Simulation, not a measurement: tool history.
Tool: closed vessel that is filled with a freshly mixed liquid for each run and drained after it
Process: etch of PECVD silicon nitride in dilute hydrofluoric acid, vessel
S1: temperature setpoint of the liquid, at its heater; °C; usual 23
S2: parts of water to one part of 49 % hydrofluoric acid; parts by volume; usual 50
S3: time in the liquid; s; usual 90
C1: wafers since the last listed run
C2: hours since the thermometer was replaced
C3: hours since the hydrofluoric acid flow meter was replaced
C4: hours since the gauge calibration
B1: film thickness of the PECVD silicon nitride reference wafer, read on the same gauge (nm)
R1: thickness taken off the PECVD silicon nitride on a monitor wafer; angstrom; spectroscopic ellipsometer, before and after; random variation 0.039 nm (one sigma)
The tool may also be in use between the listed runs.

Run 1, hour 0: usual settings but S3 125 s; C1 0; C2 2527.2; C3 1447.7; C4 188.5; B1 50. Result: R1 102 angstrom.
Run 2, hour 15.8: usual settings but S3 125 s; C1 1224; C2 2543; C3 1463.5; C4 204.3; B1 49.99. Result: R1 101.8 angstrom.
Run 3, hour 28.4: usual settings but S3 125 s; C1 976; C2 2555.6; C3 1476.1; C4 216.9; B1 50. Result: R1 101.8 angstrom.
Run 4, hour 37.2: usual settings; C1 681; C2 2564.4; C3 1484.9; C4 225.7; B1 50. Result: R1 73.7 angstrom.
Run 5, hour 48.7: usual settings; C1 891; C2 2575.9; C3 1496.4; C4 237.2; B1 50. Result: R1 73.2 angstrom.
Run 6, hour 60.7: usual settings but S2 60 parts by volume; C1 929; C2 2587.9; C3 1508.4; C4 249.2; B1 49.98. Result: R1 61.3 angstrom.
Run 7, hour 67.8: usual settings but S2 60 parts by volume; C1 550; C2 2595; C3 1515.5; C4 256.3; B1 50. Result: R1 61.1 angstrom.
Run 8, hour 83.7: usual settings but S2 60 parts by volume; C1 1232; C2 2610.9; C3 1531.4; C4 272.2; B1 50. Result: R1 61.5 angstrom.
Run 9, hour 93.2: usual settings but S3 100 s; C1 736; C2 2620.4; C3 1540.9; C4 281.7; B1 49.99. Result: R1 81.7 angstrom.
Run 10, hour 105.4: usual settings but S2 35 parts by volume; C1 945; C2 2632.6; C3 1553.1; C4 293.9; B1 49.98. Result: R1 104 angstrom.
Run 11, hour 115: usual settings but S2 35 parts by volume; C1 743; C2 2642.2; C3 1562.7; C4 303.5; B1 49.99. Result: R1 104.7 angstrom.
Run 12, hour 131.1: usual settings but S2 35 parts by volume; C1 1247; C2 2658.3; C3 1578.8; C4 319.6; B1 49.99. Result: R1 105.7 angstrom.
Run 13, hour 139.9: usual settings; C1 681; C2 2667.1; C3 1587.6; C4 328.4; B1 50.01. Result: R1 73 angstrom.
Run 14, hour 147.3: usual settings; C1 573; C2 2674.5; C3 1595; C4 335.8; B1 50.01. Result: R1 73.2 angstrom.
Run 15, hour 165.1: usual settings but S2 40 parts by volume; C1 1379; C2 2692.3; C3 1612.8; C4 353.6; B1 50.01. Result: R1 92.2 angstrom.
Run 16, hour 180.6: usual settings but S1 18.5 °C, S2 40 parts by volume, S3 60 s; C1 1201; C2 2707.8; C3 1628.3; C4 369.1; B1 49.99. Result: R1 44.8 angstrom.
At hour 187.8: gauge calibrated.
Run 17, hour 195.7: usual settings; C1 1170; C2 2722.9; C3 1643.4; C4 7.9; B1 50.01. Result: R1 74.2 angstrom.
Run 18, hour 202.2: usual settings but S1 28 °C, S2 70 parts by volume, S3 40 s; C1 503; C2 2729.4; C3 1649.9; C4 14.4; B1 50.01. Result: R1 33 angstrom.
Run 19, hour 214.7: usual settings; C1 968; C2 2741.9; C3 1662.4; C4 26.9; B1 50. Result: R1 73.8 angstrom.
Run 20, hour 227.8: usual settings but S1 25 °C; C1 1015; C2 2755; C3 1675.5; C4 40; B1 49.98. Result: R1 84.7 angstrom.
Run 21, hour 240.9: usual settings but S3 115 s; C1 1015; C2 2768.1; C3 1688.6; C4 53.1; B1 49.97. Result: R1 93.9 angstrom.
Run 22, hour 256.4: usual settings but S1 20 °C; C1 1201; C2 2783.6; C3 1704.1; C4 68.6; B1 50. Result: R1 60.2 angstrom.
At hour 260.1: hydrofluoric acid flow meter replaced.
Run 23, hour 270.4: usual settings but S2 65 parts by volume, S3 75 s; C1 1007; C2 2797.6; C3 10.3; C4 82.6; B1 50. Result: R1 43.6 angstrom.
At hour 315.8: thermometer replaced.
Run 24, hour 316.9: usual settings but S1 20.5 °C, S2 60 parts by volume, S3 45 s; C1 3526; C2 1.1; C3 56.8; C4 129.1; B1 50.01. Result: R1 24 angstrom.
Run 25, hour 330.2: usual settings but S1 21 °C; C1 1030; C2 14.4; C3 70.1; C4 142.4; B1 49.99. Result: R1 58.9 angstrom.
Run 26, hour 342.9: usual settings but S1 26.5 °C, S2 75 parts by volume; C1 984; C2 27.1; C3 82.8; C4 155.1; B1 49.99. Result: R1 57.9 angstrom.

Forecast run 27:
Run 27, hour 360.4: usual settings; C1 1356; C2 44.6; C3 100.3; C4 172.6; B1 ?. Result: R1 ?.

Run 27 gave B1 49.98, R1 67.8 angstrom.
Without the tool's hidden state the same run would have given R1 66.4 angstrom.
